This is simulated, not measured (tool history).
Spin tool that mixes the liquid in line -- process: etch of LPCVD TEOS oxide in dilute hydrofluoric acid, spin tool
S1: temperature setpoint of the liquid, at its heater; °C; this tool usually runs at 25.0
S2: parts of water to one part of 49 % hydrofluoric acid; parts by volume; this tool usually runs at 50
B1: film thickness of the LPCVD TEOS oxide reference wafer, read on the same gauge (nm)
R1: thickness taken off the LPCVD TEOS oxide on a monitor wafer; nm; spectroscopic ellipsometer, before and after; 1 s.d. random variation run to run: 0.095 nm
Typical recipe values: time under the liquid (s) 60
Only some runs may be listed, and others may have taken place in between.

run 1 day=0.000 | S1=25.0 S2=50 time_under_the_liquid_(s)=60 | B1=80.01 | R1=23.66
run 2 day=0.567 | S1=25.0 S2=50 time_under_the_liquid_(s)=60 | B1=80.01 | R1=23.79
run 3 day=1.267 | S1=25.0 S2=50 time_under_the_liquid_(s)=75 | B1=79.99 | R1=29.69
run 4 day=1.650 | S1=25.0 S2=50 time_under_the_liquid_(s)=35 | B1=80.00 | R1=13.72
run 5 day=2.017 | S1=25.0 S2=50 time_under_the_liquid_(s)=80 | B1=79.99 | R1=31.69
run 6 day=2.746 | S1=25.0 S2=50 time_under_the_liquid_(s)=80 | B1=80.01 | R1=31.55
run 7 day=3.029 | S1=25.0 S2=50 time_under_the_liquid_(s)=60 | B1=80.02 | R1=23.77
run 8 day=3.700 | S1=25.0 S2=50 time_under_the_liquid_(s)=60 | B1=80.00 | R1=23.58
run 9 day=3.983 | S1=25.0 S2=50 time_under_the_liquid_(s)=60 | B1=79.99 | R1=23.63
run 10 day=4.346 | S1=28.0 S2=50 time_under_the_liquid_(s)=60 | B1=79.99 | R1=26.83
run 11 day=4.733 | S1=28.0 S2=50 time_under_the_liquid_(s)=60 | B1=80.01 | R1=26.89
run 12 day=5.096 | S1=25.0 S2=40 time_under_the_liquid_(s)=85 | B1=79.98 | R1=42.70
run 13 day=5.779 | S1=25.0 S2=40 time_under_the_liquid_(s)=85 | B1=80.04 | R1=42.73
run 14 day=6.529 | S1=25.0 S2=40 time_under_the_liquid_(s)=85 | B1=80.00 | R1=42.76
run 15 day=7.175 | S1=28.0 S2=50 time_under_the_liquid_(s)=60 | B1=80.00 | R1=26.73
run 16 day=7.762 | S1=26.5 S2=30 time_under_the_liquid_(s)=90 | B1=79.98 | R1=65.18
run 17 day=8.212 | S1=28.5 S2=65 time_under_the_liquid_(s)=60 | B1=79.99 | R1=20.51
run 18 day=8.642 | S1=25.0 S2=50 time_under_the_liquid_(s)=60 | B1=80.03 | R1=23.78
run 19 day=9.350 | S1=27.5 S2=40 time_under_the_liquid_(s)=35 | B1=79.99 | R1=19.44
-- day=9.562 gauge calibrated
run 20 day=10.071 | S1=28.5 S2=50 time_under_the_liquid_(s)=85 | B1=80.00 | R1=38.58
run 21 day=10.812 | S1=29.5 S2=50 time_under_the_liquid_(s)=60 | B1=79.97 | R1=28.48
-- day=11.100 hydrofluoric acid flow meter replaced
-- day=11.179 thermometer replaced
run 22 day=11.542 | S1=25.0 S2=40 time_under_the_liquid_(s)=60 | B1=79.99 | R1=30.35
run 23 day=11.933 | S1=25.0 S2=35 time_under_the_liquid_(s)=60 | B1=80.00 | R1=34.58
run 24 day=12.288 | S1=25.0 S2=50 time_under_the_liquid_(s)=60 | B1=80.02 | R1=23.69
run 25 day=13.012 | S1=28.0 S2=35 time_under_the_liquid_(s)=75 | B1=80.01 | R1=48.89
run 26 day=13.292 | S1=22.0 S2=50 time_under_the_liquid_(s)=60 | B1=79.98 | R1=20.92
run 27 day=13.962 | S1=23.0 S2=70 time_under_the_liquid_(s)=30 | B1=80.00 | R1=7.56
run 28 day=14.446 | S1=23.5 S2=75 time_under_the_liquid_(s)=60 | B1=80.01 | R1=14.40
run 29 day=14.879 | S1=30.0 S2=70 time_under_the_liquid_(s)=60 | B1=80.01 | R1=20.08
run 30 day=15.150 | S1=25.0 S2=50 time_under_the_liquid_(s)=60 | B1=80.01 | R1=23.80
run 31 day=15.846 | S1=25.0 S2=50 time_under_the_liquid_(s)=60 | B1=79.99 | R1=23.67
run 32 day=16.346 | S1=25.0 S2=50 time_under_the_liquid_(s)=60 | B1=80.02 | R1=23.72
run 33 day=16.883 | S1=25.0 S2=50 time_under_the_liquid_(s)=60 | B1=79.99 | R1=23.79

Run-by-run hidden state of the tool:
liquid colder than its thermometer reads (K): 0 in every run
hydrofluoric acid flow below the setpoint (%): 0 in every run
gauge reads high (%): 0 in every run
